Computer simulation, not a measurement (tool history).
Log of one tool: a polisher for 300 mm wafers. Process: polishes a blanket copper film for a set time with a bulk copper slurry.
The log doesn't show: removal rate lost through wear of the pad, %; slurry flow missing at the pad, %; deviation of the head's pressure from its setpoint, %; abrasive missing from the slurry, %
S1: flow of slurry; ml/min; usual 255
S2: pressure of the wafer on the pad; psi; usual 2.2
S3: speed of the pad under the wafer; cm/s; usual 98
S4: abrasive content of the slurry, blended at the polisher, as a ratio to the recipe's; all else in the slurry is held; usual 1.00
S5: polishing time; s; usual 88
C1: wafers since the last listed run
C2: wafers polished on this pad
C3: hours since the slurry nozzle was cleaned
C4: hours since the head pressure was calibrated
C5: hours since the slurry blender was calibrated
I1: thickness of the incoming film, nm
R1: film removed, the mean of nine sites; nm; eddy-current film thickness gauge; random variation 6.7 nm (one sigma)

| run | day | S1 | S2 | S3 | S4 | S5 | C1 | C2 | C3 | C4 | C5 | I1 | R1 |
|---|---|---|---|---|---|---|---|---|---|---|---|---|---|
| 1 | 0.000 | 255 | 2.2 | 98 | 1.00 | 88 | 0 | 1121 | 636.2 | 1334.2 | 21.6 | 4111.6 | 691.3 |
| 2 | 0.271 | 255 | 2.2 | 98 | 1.00 | 88 | 64 | 1185 | 642.7 | 1340.7 | 28.1 | 4097.3 | 694.9 |
|  | 0.692 | worn pad replaced by a new one |
| 3 | 0.942 | 255 | 2.2 | 98 | 1.15 | 88 | 120 | 59 | 658.8 | 1356.8 | 44.2 | 4120.0 | 728.3 |
| 4 | 1.350 | 255 | 2.2 | 98 | 1.00 | 88 | 97 | 157 | 668.6 | 1366.6 | 54.0 | 4008.5 | 690.4 |
| 5 | 2.096 | 255 | 2.2 | 98 | 1.00 | 88 | 178 | 335 | 686.5 | 1384.5 | 71.9 | 4067.7 | 681.6 |
| 6 | 2.775 | 255 | 2.2 | 98 | 1.00 | 88 | 162 | 497 | 702.8 | 1400.8 | 88.2 | 4039.4 | 679.3 |
| 7 | 3.146 | 255 | 2.2 | 110 | 1.00 | 104 | 88 | 586 | 711.7 | 1409.7 | 97.1 | 4096.3 | 901.3 |
| 8 | 3.650 | 255 | 2.2 | 110 | 1.00 | 104 | 120 | 706 | 723.8 | 1421.8 | 109.2 | 4078.2 | 878.7 |
|  | 4.196 | head pressure recalibrated |
| 9 | 4.283 | 255 | 2.2 | 110 | 1.00 | 104 | 131 | 838 | 739.0 | 2.1 | 124.4 | 4104.5 | 887.6 |
|  | 5.112 | worn pad replaced by a new one |
| 10 | 5.167 | 320 | 2.2 | 98 | 1.00 | 88 | 171 | 13 | 760.2 | 23.3 | 145.6 | 4080.3 | 701.0 |
| 11 | 5.512 | 255 | 2.2 | 84 | 0.70 | 59 | 82 | 95 | 768.5 | 31.6 | 153.9 | 4065.3 | 372.9 |
| 12 | 6.042 | 330 | 2.2 | 78 | 1.00 | 88 | 126 | 222 | 781.2 | 44.3 | 166.6 | 4069.4 | 618.5 |
| 13 | 6.388 | 255 | 1.9 | 98 | 0.90 | 74 | 82 | 305 | 789.5 | 52.6 | 174.9 | 3999.0 | 488.4 |
| 14 | 6.942 | 255 | 2.2 | 98 | 1.00 | 88 | 132 | 437 | 802.8 | 65.9 | 188.2 | 4049.6 | 692.7 |
| 15 | 7.392 | 255 | 2.2 | 98 | 1.00 | 88 | 107 | 545 | 813.6 | 76.7 | 199.0 | 4051.2 | 702.9 |
|  | 7.712 | slurry nozzle cleaned |
|  | 8.188 | slurry blender recalibrated |
| 16 | 8.208 | 255 | 2.2 | 98 | 1.00 | 88 | 165 | 710 | 11.9 | 96.3 | 0.5 | 4066.1 | 700.2 |
| 17 | 8.658 | 255 | 2.2 | 72 | 1.00 | 88 | 107 | 817 | 22.7 | 107.1 | 11.3 | 4109.0 | 569.6 |
| 18 | 9.408 | 215 | 1.6 | 98 | 1.30 | 88 | 179 | 997 | 40.7 | 125.1 | 29.3 | 4019.9 | 535.4 |
| 19 | 9.696 | 255 | 2.9 | 112 | 1.00 | 88 | 68 | 1065 | 47.6 | 132.0 | 36.2 | 4049.8 | 1006.4 |
|  | 10.017 | worn pad replaced by a new one |
| 20 | 10.625 | 180 | 2.2 | 114 | 1.00 | 88 | 182 | 145 | 69.9 | 154.3 | 58.5 | 4049.9 | 739.9 |
| 21 | 11.283 | 255 | 2.2 | 98 | 1.00 | 88 | 157 | 303 | 85.7 | 170.1 | 74.3 | 4077.0 | 701.5 |

The tool's hidden state at each run:
removal rate lost through wear of the pad, %: 0 in every run
slurry flow missing at the pad, %: 0 in every run
deviation of the head's pressure from its setpoint, %: 0 in every run
abrasive missing from the slurry, %: 0 in every run

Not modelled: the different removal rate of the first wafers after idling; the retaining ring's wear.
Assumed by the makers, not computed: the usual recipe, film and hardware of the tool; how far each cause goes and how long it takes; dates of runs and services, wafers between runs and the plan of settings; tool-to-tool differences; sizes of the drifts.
